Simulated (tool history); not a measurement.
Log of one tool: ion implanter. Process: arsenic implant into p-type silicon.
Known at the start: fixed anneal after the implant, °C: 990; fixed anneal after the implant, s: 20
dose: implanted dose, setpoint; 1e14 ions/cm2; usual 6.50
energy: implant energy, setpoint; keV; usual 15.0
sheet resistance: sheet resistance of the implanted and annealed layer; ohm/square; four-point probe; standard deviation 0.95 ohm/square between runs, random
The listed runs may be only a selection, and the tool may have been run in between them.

| run | hour | dose | energy | wafers since the last listed run | hours since the last dose calibration | hours since the extraction supply was calibrated | hours since the gauge calibration | read-back reference wafer on the same gauge, sheet resistance | sheet resistance |
|---|---|---|---|---|---|---|---|---|---|
| 1 | 0.0 | 6.50 | 17.5 | 0 | 237.7 | 4481.4 | 32.1 | 201.94 | 180.46 |
| 2 | 57.4 | 5.29 | 15.0 | 635 | 295.1 | 4538.8 | 89.5 | 202.25 | 209.76 |
| 3 | 116.7 | 5.29 | 15.0 | 656 | 354.4 | 4598.1 | 148.8 | 202.04 | 210.72 |
| 4 | 214.8 | 5.29 | 15.0 | 1086 | 452.5 | 4696.2 | 246.9 | 202.24 | 208.41 |
| 5 | 291.9 | 5.40 | 16.0 | 854 | 529.6 | 4773.3 | 324.0 | 202.27 | 203.53 |
| 6 | 387.3 | 6.50 | 15.0 | 1056 | 625.0 | 4868.7 | 419.4 | 201.55 | 183.44 |
| 7 | 432.8 | 6.50 | 15.0 | 504 | 670.5 | 4914.2 | 464.9 | 202.18 | 182.37 |
| 8 | 518.9 | 6.50 | 15.0 | 953 | 756.6 | 5000.3 | 551.0 | 202.21 | 181.72 |
| 9 | 615.4 | 6.50 | 15.0 | 1069 | 853.1 | 5096.8 | 647.5 | 202.48 | 181.80 |
| 10 | 657.9 | 6.50 | 15.0 | 470 | 895.6 | 5139.3 | 690.0 | 202.23 | 180.03 |
| 11 | 763.4 | 6.50 | 15.0 | 1168 | 1001.1 | 5244.8 | 795.5 | 201.78 | 181.62 |
| 12 | 853.7 | 6.50 | 15.0 | 1000 | 1091.4 | 5335.1 | 885.8 | 201.86 | 179.97 |
| 13 | 913.6 | 5.98 | 18.0 | 663 | 1151.3 | 5395.0 | 945.7 | 201.91 | 184.71 |
|  | 997.2 | Faraday cup replaced and dose calibrated |
| 14 | 1001.1 | 7.97 | 19.0 | 880 | 3.9 | 5482.5 | 1033.2 | 201.75 | 158.83 |
| 15 | 1061.4 | 5.91 | 10.5 | 668 | 64.2 | 5542.8 | 1093.5 | 202.08 | 207.25 |
|  | 1085.1 | extraction supply calibrated |
| 16 | 1106.8 | 4.92 | 10.5 | 414 | 109.6 | 21.7 | 1138.9 | 201.99 | 234.84 |
|  | 1151.7 | gauge calibrated |
| 17 | 1196.4 | 4.74 | 11.5 | 992 | 199.2 | 111.3 | 44.7 | 201.81 | 236.32 |
| 18 | 1303.1 | 5.05 | 11.5 | 1182 | 305.9 | 218.0 | 151.4 | 202.38 | 226.05 |
| 19 | 1389.9 | 6.50 | 15.0 | 961 | 392.7 | 304.8 | 238.2 | 202.01 | 185.95 |
| 20 | 1460.5 | 4.89 | 13.0 | 782 | 463.3 | 375.4 | 308.8 | 201.86 | 224.92 |
| 21 | 1556.3 | 6.01 | 10.0 | 1061 | 559.1 | 471.2 | 404.6 | 202.14 | 204.10 |
| 22 | 1648.0 | 7.06 | 12.0 | 1015 | 650.8 | 562.9 | 496.3 | 201.49 | 183.23 |
| 23 | 1701.5 | 6.50 | 15.0 | 592 | 704.3 | 616.4 | 549.8 | 202.32 | 184.39 |
| 24 | 1791.1 | 6.50 | 11.5 | 992 | 793.9 | 706.0 | 639.4 | 202.20 | 191.76 |
| 25 | 1857.5 | 7.97 | 19.0 | 735 | 860.3 | 772.4 | 705.8 | 202.35 | 156.93 |

Consider 3 possible next runs. They are alternatives, not a sequence: every one starts from the tool as it was left by run 25. What does each give?
| A | 1857.9 | 8.17 | 15.0 | 4 | 860.7 | 772.8 | 706.2 | ? | ? |
| B | 1857.9 | 5.00 | 12.5 | 4 | 860.7 | 772.8 | 706.2 | ? | ? |
| C | 1857.9 | 6.50 | 18.5 | 4 | 860.7 | 772.8 | 706.2 | ? | ? |

| run | read-back reference wafer on the same gauge, sheet resistance | sheet resistance |
|---|---|---|
| A | 202.04 | 163.37 |
| B | 202.04 | 222.31 |
| C | 202.04 | 177.75 |
With no hidden state in the tool, these same runs would have given:
| run | sheet resistance |
|---|---|
| A | 165.84 |
| B | 226.94 |
| C | 181.21 |
